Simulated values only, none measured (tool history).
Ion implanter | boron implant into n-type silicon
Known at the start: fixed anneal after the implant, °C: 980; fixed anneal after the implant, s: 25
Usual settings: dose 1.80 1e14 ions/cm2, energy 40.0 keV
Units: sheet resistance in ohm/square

run     day  dose  energy  read-back reference wafer on the same gauge, sheet resistance  sheet resistance
  1   0.000  2.21    40.0                                                         452.93            395.74
  2   0.800  2.21    40.0                                                         452.77            395.84
  3   1.321  1.80    40.0                                                         452.89            455.09
  4   2.142  1.80    40.0                                                         453.11            455.46
  5   3.175  1.80    40.0                                                         452.95            455.53
  6   4.075  2.00    34.0                                                         453.14            434.41
  7   4.700  1.80    40.0                                                         452.86            456.94
  8   5.804  1.80    40.0                                                         453.15            455.66
  9   6.412  1.80    47.5                                                         452.97            442.54
 10   7.121  1.80    40.0                                                         453.17            455.90
 11   8.558  1.80    40.0                                                         453.08            457.31
 12   9.883  1.80    40.0                                                         453.09            457.00
 13  10.567  2.27    28.5                                                         453.15            408.16
 14  11.958  1.54    53.0                                                         453.12            483.55
     13.617  -- Faraday cup replaced and dose calibrated
 15  13.638  1.57    36.0                                                         453.15            497.58
 16  14.400  1.80    35.0                                                         452.82            453.92
     15.704  -- extraction supply calibrated
 17  15.725  2.25    30.0                                                         453.04            397.42
 18  16.992  1.80    28.0                                                         452.78            471.87
 19  17.512  1.33    35.0                                                         452.88            558.57
     18.308  -- gauge calibrated
 20  21.692  2.24    32.5                                                         452.80            395.57
 21  22.842  1.80    40.0                                                         453.15            445.88
 22  23.429  2.20    40.0                                                         453.30            388.51
 23  24.296  2.31    26.5                                                         453.19            395.84
 24  26.050  2.13    40.0                                                         452.77            396.29
 25  27.525  1.80    40.0                                                         452.96            445.60

The tool's hidden state at each run:
deviation of the true energy from its setpoint, %: 0 in every run
gauge reads high (%): 0 in every run
H1: deviation of the true dose from the Faraday cup's reading, %
run      H1
  1   -3.34
  2    -3.4
  3   -3.45
  4   -3.52
  5   -3.61
  6   -3.69
  7   -3.75
  8   -3.85
  9    -3.9
 10   -3.97
 11   -4.11
 12   -4.23
 13    -4.3
 14   -4.44
 15  -0.281
 16  -0.282
 17  -0.284
 18  -0.289
 19  -0.291
 20  -0.323
 21  -0.336
 22  -0.343
 23  -0.355
 24  -0.381
 25  -0.406

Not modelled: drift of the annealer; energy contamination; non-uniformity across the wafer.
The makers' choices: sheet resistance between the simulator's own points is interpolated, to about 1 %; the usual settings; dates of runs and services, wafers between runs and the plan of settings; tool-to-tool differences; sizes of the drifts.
